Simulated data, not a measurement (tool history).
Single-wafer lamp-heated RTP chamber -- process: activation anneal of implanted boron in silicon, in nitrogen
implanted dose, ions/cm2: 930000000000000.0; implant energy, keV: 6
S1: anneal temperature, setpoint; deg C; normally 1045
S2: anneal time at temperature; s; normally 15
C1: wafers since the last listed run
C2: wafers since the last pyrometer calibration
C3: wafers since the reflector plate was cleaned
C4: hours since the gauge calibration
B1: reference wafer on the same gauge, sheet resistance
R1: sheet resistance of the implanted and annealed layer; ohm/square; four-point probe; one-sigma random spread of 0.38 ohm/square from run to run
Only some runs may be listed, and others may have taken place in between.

run    hour    S1  S2    C1     C2     C3      C4      B1      R1
  1       0  1045  15     0   2231   8326   610.3  135.25  138.77
  2    70.5  1045  15  1717   3948  10043   680.8  135.41  140.12
  3   122.5  1063  15  1266   5215  11310   732.8  135.45  133.35
  4     162  1063  15   962   6178  12272   772.3  135.62  133.71
  5   214.4  1045  15  1276   7454  13549   824.7  135.59  139.88
      275.8  -- reflector plate cleaned
  6   283.6  1045  15  1490   8945    190   893.9  135.88  140.38
      341.5  -- pyrometer window cleaned and pyrometer calibrated
  7     342  1045  15  1227     11   1418   952.3   136.1  139.51
  8     399  1045  15  1388   1400   2807  1009.3  136.31  140.12
  9   426.1  1045  15   660   2060   3467  1036.4  136.37  140.45
 10   467.4  1045  15  1006   3066   4473  1077.7   136.7  140.33
 11   538.5  1045  15  1732   4799   6205  1148.8  136.94  140.18
 12     565  1045  15   645   5444   6851  1175.3  136.87  140.72
 13   636.1  1045  15  1732   7176   8583  1246.4  137.09  141.01
 14   668.3  1045  15   784   7961   9367  1278.6  137.28  141.29
 15     736  1045  15  1649   9610  11017  1346.3  137.59  141.47
 16   806.8  1024  11  1724  11335  12741  1417.1  138.05  151.92
        819  -- gauge calibrated
      822.8  -- pyrometer window cleaned and pyrometer calibrated
 17   844.2  1045  15   716    521  13458    25.2  134.37  138.29
 18   893.2  1023   8  1193   1715  14651    74.2  134.57  152.44
 19   929.3  1045  15   879   2594  15531   110.3  134.68  138.43
      953.4  -- reflector plate cleaned
 20   981.1  1036  15  1067   3661    674   162.1  134.45  141.37
 21  1013.9  1015  20   799   4460   1473   194.9  134.42  147.09
 22  1075.7  1027  10  1505   5966   2979   256.7  134.57  148.23
 23  1146.6  1045  10  1727   7693   4706   327.6  134.49  141.74
 24  1184.9  1057  21   933   8626   5639   365.9  134.71  132.07
 25  1244.1  1018  18  1442  10068   7081   425.1  134.73  146.47
 26  1280.4  1016  19   884  10953   7966   461.4  134.99  146.82
 27  1333.8  1045  12  1300  12254   9267   514.8  134.72  140.09
 28  1376.7  1045  15  1045  13299  10312   557.7  134.93  138.73
     1387.6  -- pyrometer window cleaned and pyrometer calibrated
 29  1407.3  1045  15   550    480  10862   588.3  135.06  138.31
 30  1445.8  1045  15   937   1418  11800   626.8  135.12  138.85
 31  1502.7  1067  20  1386   2805  13187   683.7   135.3  129.04
 32  1552.5  1069  23  1213   4018  14400   733.5  135.29  128.06
 33  1617.7  1025  15  1588   5606  15988   798.7  135.34  146.84
     1633.7  -- reflector plate cleaned
 34  1825.9  1035   9  4877  10483   4682  1006.9  136.15   147.9
     1842.5  -- pyrometer window cleaned and pyrometer calibrated
 35  1897.7  1045  15  1554   1345   6237  1078.7  136.39  140.02
 36  1935.8  1070  15   928   2273   7165  1116.8  136.46  131.92
 37  1964.7  1023  15   704   2978   7869  1145.7  136.76  148.66

Forecast each of these 3 alternatives for the next run:
  A  1965.1  1045  15   9  2987  7879  1146.1   ?   ?
  B  1965.1  1016  15   9  2987  7879  1146.1   ?   ?
  C  1965.1  1015  10   9  2987  7879  1146.1   ?   ?

run      B1      R1
  A  136.64  140.74
  B  136.64  152.07
  C  136.64  156.34
What these runs would have given with no unlogged condition in the tool:
run      R1
  A   139.1
  B  150.29
  C  154.52
